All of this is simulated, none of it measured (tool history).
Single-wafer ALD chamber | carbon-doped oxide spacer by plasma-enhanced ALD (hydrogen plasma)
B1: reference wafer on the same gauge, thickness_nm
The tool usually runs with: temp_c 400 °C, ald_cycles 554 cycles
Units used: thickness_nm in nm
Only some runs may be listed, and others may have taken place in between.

Run 1, hour 0.0: usual settings but temp_c 403 °C, ald_cycles 492 cycles; B1 23.117. Result: thickness_nm 24.959 nm.
Run 2, hour 56.3: usual settings but temp_c 403 °C, ald_cycles 492 cycles; B1 23.109. Result: thickness_nm 25.150 nm.
Run 3, hour 92.7: usual settings but temp_c 403 °C, ald_cycles 492 cycles; B1 23.085. Result: thickness_nm 24.880 nm.
Run 4, hour 152.8: usual settings; B1 23.114. Result: thickness_nm 28.306 nm.
Run 5, hour 366.1: usual settings; B1 23.106. Result: thickness_nm 28.258 nm.
Run 6, hour 413.3: usual settings but ald_cycles 621 cycles; B1 23.109. Result: thickness_nm 31.616 nm.
Run 7, hour 471.6: usual settings but ald_cycles 621 cycles; B1 23.107. Result: thickness_nm 31.719 nm.
Run 8, hour 523.3: usual settings but ald_cycles 621 cycles; B1 23.087. Result: thickness_nm 31.602 nm.
Run 9, hour 703.3: usual settings; B1 23.070. Result: thickness_nm 28.083 nm.
Run 10, hour 746.5: usual settings; B1 23.070. Result: thickness_nm 28.209 nm.
Run 11, hour 929.0: usual settings; B1 23.093. Result: thickness_nm 28.116 nm.
Run 12, hour 969.7: usual settings; B1 23.079. Result: thickness_nm 28.079 nm.
Run 13, hour 1023.2: usual settings but ald_cycles 530 cycles; B1 23.125. Result: thickness_nm 27.092 nm.
Run 14, hour 1073.7: usual settings but ald_cycles 530 cycles; B1 23.079. Result: thickness_nm 26.977 nm.
Run 15, hour 1142.2: usual settings but ald_cycles 530 cycles; B1 23.107. Result: thickness_nm 26.888 nm.
Run 16, hour 1182.0: usual settings; B1 23.089. Result: thickness_nm 28.015 nm.
At hour 1265.3: gauge calibrated.
Run 17, hour 1296.9: usual settings; B1 23.081. Result: thickness_nm 28.039 nm.
Run 18, hour 1493.0: usual settings; B1 23.100. Result: thickness_nm 28.117 nm.
Run 19, hour 1522.6: usual settings; B1 23.077. Result: thickness_nm 28.125 nm.
Run 20, hour 1586.6: usual settings; B1 23.099. Result: thickness_nm 28.107 nm.
Run 21, hour 1619.5: usual settings; B1 23.104. Result: thickness_nm 27.940 nm.
Run 22, hour 1648.1: usual settings; B1 23.102. Result: thickness_nm 27.951 nm.
Run 23, hour 1704.9: usual settings but temp_c 405 °C, ald_cycles 654 cycles; B1 23.062. Result: thickness_nm 32.500 nm.
Run 24, hour 1755.4: usual settings but temp_c 390 °C, ald_cycles 620 cycles; B1 23.114. Result: thickness_nm 31.712 nm.
Run 25, hour 1793.5: usual settings; B1 23.113. Result: thickness_nm 28.055 nm.
Run 26, hour 1820.5: usual settings but temp_c 404 °C; B1 23.095. Result: thickness_nm 27.856 nm.
Run 27, hour 1889.1: usual settings but temp_c 396 °C; B1 23.117. Result: thickness_nm 28.288 nm.
Run 28, hour 1950.1: usual settings but ald_cycles 458 cycles; B1 23.130. Result: thickness_nm 23.230 nm.
Run 29, hour 2008.2: usual settings but temp_c 394 °C, ald_cycles 501 cycles; B1 23.087. Result: thickness_nm 25.700 nm.
Run 30, hour 2079.7: usual settings but ald_cycles 505 cycles; B1 23.067. Result: thickness_nm 25.473 nm.
At hour 2099.1: thermocouple changed; heater temperature recalibrated.
Run 31, hour 2138.5: usual settings but temp_c 389 °C, ald_cycles 494 cycles; B1 23.114. Result: thickness_nm 25.386 nm.
Run 32, hour 2205.0: usual settings; B1 23.088. Result: thickness_nm 28.545 nm.
Run 33, hour 2249.3: usual settings but temp_c 386 °C, ald_cycles 652 cycles; B1 23.105. Result: thickness_nm 33.311 nm.
Run 34, hour 2277.8: usual settings but temp_c 388 °C, ald_cycles 526 cycles; B1 23.112. Result: thickness_nm 27.084 nm.
Run 35, hour 2332.5: usual settings; B1 23.064. Result: thickness_nm 28.256 nm.
Run 36, hour 2392.6: usual settings but temp_c 394 °C, ald_cycles 494 cycles; B1 23.102. Result: thickness_nm 25.622 nm.
Run 37, hour 2443.1: usual settings but temp_c 408 °C, ald_cycles 660 cycles; B1 23.091. Result: thickness_nm 33.158 nm.
Run 38, hour 2530.2: usual settings; B1 23.097. Result: thickness_nm 28.422 nm.
Run 39, hour 2566.5: usual settings but temp_c 392 °C, ald_cycles 520 cycles; B1 23.108. Result: thickness_nm 26.701 nm.
Run 40, hour 2620.3: usual settings but temp_c 394 °C, ald_cycles 494 cycles; B1 23.117. Result: thickness_nm 25.536 nm.
Run 41, hour 2656.4: usual settings; B1 23.111. Result: thickness_nm 28.302 nm.
Run 42, hour 2713.2: usual settings but temp_c 395 °C, ald_cycles 598 cycles; B1 23.110. Result: thickness_nm 30.792 nm.
Run 43, hour 2877.5: usual settings; B1 23.087. Result: thickness_nm 28.321 nm.

Below are 3 alternative next runs, each starting from the tool's condition after run 43. Predict each:
Run A, hour 2878.7: usual settings; B1 ?. Result: thickness_nm ?.
Run B, hour 2878.7: usual settings but temp_c 406 °C; B1 ?. Result: thickness_nm ?.
Run C, hour 2878.7: usual settings but ald_cycles 643 cycles; B1 ?. Result: thickness_nm ?.

run      B1  thickness_nm
  A  23.102        28.058
  B  23.102        27.541
  C  23.102        32.565
Without the tool's unlogged condition, the same runs would have read:
run  thickness_nm
  A        28.375
  B        27.858
  C        32.933

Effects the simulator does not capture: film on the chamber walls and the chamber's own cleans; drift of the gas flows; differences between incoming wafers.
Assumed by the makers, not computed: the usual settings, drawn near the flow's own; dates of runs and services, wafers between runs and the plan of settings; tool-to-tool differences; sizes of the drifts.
